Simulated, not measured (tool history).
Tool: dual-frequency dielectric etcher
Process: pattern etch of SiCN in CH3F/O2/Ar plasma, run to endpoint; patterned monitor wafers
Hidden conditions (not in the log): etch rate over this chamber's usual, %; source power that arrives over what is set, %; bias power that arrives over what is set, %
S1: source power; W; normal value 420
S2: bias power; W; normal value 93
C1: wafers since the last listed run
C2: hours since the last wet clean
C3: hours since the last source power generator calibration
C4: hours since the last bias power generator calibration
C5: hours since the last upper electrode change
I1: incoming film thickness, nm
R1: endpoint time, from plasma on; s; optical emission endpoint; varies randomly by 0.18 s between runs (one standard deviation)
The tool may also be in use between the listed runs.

Run 1, hour 0: usual settings; C1 0; C2 121.8; C3 1801; C4 2075.1; C5 3300.2; I1 9.45. Result: R1 23.9 s.
Run 2, hour 78: usual settings; C1 1097; C2 199.8; C3 1879; C4 2153.1; C5 3378.2; I1 9.33. Result: R1 23.5 s.
Run 3, hour 148.4: usual settings; C1 990; C2 270.2; C3 1949.4; C4 2223.5; C5 3448.6; I1 9.35. Result: R1 24.2 s.
Run 4, hour 202.8: usual settings but S1 380 W; C1 765; C2 324.6; C3 2003.8; C4 2277.9; C5 3503; I1 9.3. Result: R1 25 s.
At hour 232.1: wet clean of the chamber.
Run 5, hour 247.2: usual settings but S2 110 W; C1 286; C2 15.1; C3 2048.2; C4 2322.3; C5 3547.4; I1 9.42. Result: R1 22.3 s.
Run 6, hour 306.8: usual settings but S2 110 W; C1 838; C2 74.7; C3 2107.8; C4 2381.9; C5 3607; I1 9.36. Result: R1 22 s.
Run 7, hour 375.7: usual settings but S2 110 W; C1 969; C2 143.6; C3 2176.7; C4 2450.8; C5 3675.9; I1 9.31. Result: R1 22.3 s.
Run 8, hour 414.5: usual settings but S1 350 W; C1 545; C2 182.4; C3 2215.5; C4 2489.6; C5 3714.7; I1 9.29. Result: R1 25.1 s.
Run 9, hour 462.6: usual settings but S1 350 W; C1 676; C2 230.5; C3 2263.6; C4 2537.7; C5 3762.8; I1 9.29. Result: R1 25.1 s.
Run 10, hour 517.4: usual settings but S1 440 W; C1 770; C2 285.3; C3 2318.4; C4 2592.5; C5 3817.6; I1 9.36. Result: R1 23.7 s.
At hour 604.2: bias power generator calibrated.
At hour 632.2: wet clean of the chamber.
Run 11, hour 632.7: usual settings but S1 440 W; C1 1227; C2 0.5; C3 2433.7; C4 28.5; C5 3932.9; I1 9.34. Result: R1 22.9 s.
Run 12, hour 659.3: usual settings; C1 374; C2 27.1; C3 2460.3; C4 55.1; C5 3959.5; I1 9.42. Result: R1 23.3 s.
Run 13, hour 748.4: usual settings; C1 1253; C2 116.2; C3 2549.4; C4 144.2; C5 4048.6; I1 9.32. Result: R1 23.3 s.
Run 14, hour 837.6: usual settings but S1 400 W; C1 1254; C2 205.4; C3 2638.6; C4 233.4; C5 4137.8; I1 9.29. Result: R1 23.8 s.
Run 15, hour 929.7: usual settings but S1 450 W, S2 106 W; C1 1295; C2 297.5; C3 2730.7; C4 325.5; C5 4229.9; I1 9.27. Result: R1 22 s.
Run 16, hour 998.3: usual settings; C1 964; C2 366.1; C3 2799.3; C4 394.1; C5 4298.5; I1 9.28. Result: R1 24 s.
At hour 1030.7: wet clean of the chamber.
Run 17, hour 1035.9: usual settings but S2 72 W; C1 191; C2 5.2; C3 2836.9; C4 431.7; C5 4336.1; I1 9.32. Result: R1 24.8 s.
Run 18, hour 1120.5: usual settings but S2 73 W; C1 1189; C2 89.8; C3 2921.5; C4 516.3; C5 4420.7; I1 9.29. Result: R1 25.1 s.
At hour 1147.1: upper electrode replaced, of another model than before.
Run 19, hour 1200.7: usual settings; C1 790; C2 170; C3 3001.7; C4 596.5; C5 53.6; I1 9.33. Result: R1 23.7 s.
At hour 1228.5: source power generator calibrated.
Run 20, hour 1282.4: usual settings but S1 350 W, S2 112 W; C1 1092; C2 251.7; C3 53.9; C4 678.2; C5 135.3; I1 9.36. Result: R1 24.6 s.
Run 21, hour 1373: usual settings but S1 510 W, S2 77 W; C1 1274; C2 342.3; C3 144.5; C4 768.8; C5 225.9; I1 9.33. Result: R1 22.7 s.
Run 22, hour 1443: usual settings but S1 390 W, S2 104 W; C1 984; C2 412.3; C3 214.5; C4 838.8; C5 295.9; I1 9.32. Result: R1 24 s.
At hour 1488.9: wet clean of the chamber.
Run 23, hour 1498.9: usual settings but S2 99 W; C1 448; C2 10; C3 270.4; C4 894.7; C5 351.8; I1 9.28. Result: R1 23 s.
Run 24, hour 1571.4: usual settings but S1 460 W, S2 102 W; C1 1019; C2 82.5; C3 342.9; C4 967.2; C5 424.3; I1 9.28. Result: R1 21.7 s.
Run 25, hour 1640.4: usual settings but S1 370 W, S2 72 W; C1 970; C2 151.5; C3 411.9; C4 1036.2; C5 493.3; I1 9.35. Result: R1 26.6 s.
Run 26, hour 1734.9: usual settings; C1 1329; C2 246; C3 506.4; C4 1130.7; C5 587.8; I1 9.18. Result: R1 23.4 s.
Run 27, hour 1787.7: usual settings but S1 480 W; C1 742; C2 298.8; C3 559.2; C4 1183.5; C5 640.6; I1 9.32. Result: R1 22.2 s.
Run 28, hour 1833: usual settings but S2 106 W; C1 637; C2 344.1; C3 604.5; C4 1228.8; C5 685.9; I1 9.23. Result: R1 23 s.
At hour 1881.2: wet clean of the chamber.
Run 29, hour 1881.7: usual settings but S1 340 W, S2 74 W; C1 347; C2 0.5; C3 653.2; C4 1277.5; C5 734.6; I1 9.3. Result: R1 26.5 s.

Each row is a separate what-if for the run after 29, all from the same tool condition, not one after another. Results?
Run A, hour 1882.1: usual settings but S1 370 W; C1 5; C2 0.9; C3 653.6; C4 1277.9; C5 735; I1 9.36. Result: R1 ?.
Run B, hour 1882.1: usual settings but S1 460 W, S2 87 W; C1 5; C2 0.9; C3 653.6; C4 1277.9; C5 735; I1 9.36. Result: R1 ?.
Run C, hour 1882.1: usual settings but S2 87 W; C1 5; C2 0.9; C3 653.6; C4 1277.9; C5 735; I1 9.36. Result: R1 ?.
Run D, hour 1882.1: usual settings but S1 510 W, S2 102 W; C1 5; C2 0.9; C3 653.6; C4 1277.9; C5 735; I1 9.36. Result: R1 ?.

run    R1
  A  24.2
  B  22.1
  C  23.1
  D  20.3
What these runs would have given with no unlogged condition in the tool:
run    R1
  A  24.3
  B  22.3
  C  23.3
  D  20.5
